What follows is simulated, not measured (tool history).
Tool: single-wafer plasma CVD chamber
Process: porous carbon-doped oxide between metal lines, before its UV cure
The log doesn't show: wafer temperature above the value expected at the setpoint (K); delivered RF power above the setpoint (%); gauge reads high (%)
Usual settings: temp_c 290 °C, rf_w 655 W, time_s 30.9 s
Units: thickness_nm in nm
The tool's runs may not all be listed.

run	hour	temp_c	rf_w	time_s	wafers since the last listed run	hours since the last thermocouple change	hours since the last RF generator calibration	hours since the showerhead was replaced	hours since the gauge calibration	read-back reference wafer on the same gauge, thickness_nm	thickness_nm
1	0	290	655	30.9	0	257.3	476.9	8049.4	281.5	184.172	219.209
2	51.9	290	655	30.9	839	309.2	528.8	8101.3	333.4	184	216.89
3	158.2	290	655	30.9	1718	415.5	635.1	8207.6	439.7	184.063	216.966
4	259.7	290	655	28.5	1640	517	736.6	8309.1	541.2	183.832	201.099
5	344.9	290	655	28.5	1377	602.2	821.8	8394.3	626.4	184.27	200.981
6	443	290	655	28.5	1586	700.3	919.9	8492.4	724.5	183.709	198.416
7	544.8	282	690	30.9	1645	802.1	1021.7	8594.2	826.3	183.983	239.812
8	649.1	282	690	30.9	1686	906.4	1126	8698.5	930.6	183.868	236.515
# hour 751.9: thermocouple changed; heater temperature recalibrated
9	753.8	282	690	30.9	1563	1.9	1230.7	8803.2	1035.3	184.404	245.595
# hour 783.6: showerhead replaced
10	804.2	290	655	30.9	685	52.3	1281.1	20.6	1085.7	183.966	218.194
11	871.7	290	655	30.9	1091	119.8	1348.6	88.1	1153.2	184.138	215.751
12	932.4	290	755	30.9	981	180.5	1409.3	148.8	1213.9	183.882	246.723
13	1012.4	290	755	30.9	1293	260.5	1489.3	228.8	1293.9	184.056	245.179
14	1107.6	290	755	30.9	1539	355.7	1584.5	324	1389.1	184.033	244.47
15	1195.1	290	655	30.9	1414	443.2	1672	411.5	1476.6	183.803	212.392
16	1278.4	277	655	30.9	1346	526.5	1755.3	494.8	1559.9	184.085	231.59
17	1318.3	285	780	34.3	645	566.4	1795.2	534.7	1599.8	184.311	282.544
# hour 1378.6: RF generator calibrated
18	1421.6	290	655	30.9	1540	669.7	43	638	1703.1	183.843	215.39
19	1487.2	299	655	30.9	1060	735.3	108.6	703.6	1768.7	183.746	202.921
20	1536.6	290	755	30.9	798	784.7	158	753	1818.1	184.019	244.677
# hour 1684: thermocouple changed; heater temperature recalibrated
21	1729.6	290	730	28.2	2990	45.6	351	946	2011.1	183.698	221.412
# hour 1813.2: gauge calibrated
22	1832.8	275	730	25.6	1668	148.8	454.2	1049.2	19.6	183.893	224.974
23	1908.6	290	655	30.9	1225	224.6	530	1125	95.4	183.984	217.438
24	2000.4	282	595	30.9	1484	316.4	621.8	1216.8	187.2	183.829	207.402
25	2095.4	290	545	30.9	1535	411.4	716.8	1311.8	282.2	184.009	178.838
26	2176	305	555	35.2	1303	492	797.4	1392.4	362.8	184.086	186.041
27	2269.8	282	610	33.8	1516	585.8	891.2	1486.2	456.6	183.874	232.708
28	2348	290	730	28.2	1264	664	969.4	1564.4	534.8	184.151	217.509

3 ways to go on from here, each from the tool as it stands after run 28. What would each give?
A	2348.4	290	655	30.9	6	664.4	969.8	1564.8	535.2	?	?
B	2348.4	276	655	30.9	6	664.4	969.8	1564.8	535.2	?	?
C	2348.4	290	770	30.9	6	664.4	969.8	1564.8	535.2	?	?

run	read-back reference wafer on the same gauge, thickness_nm	thickness_nm
A	184.002	213.367
B	184.002	235.414
C	184.002	248.006
Without the tool's hidden state the same runs would have given:
run	thickness_nm
A	222.684
B	246.229
C	258.661
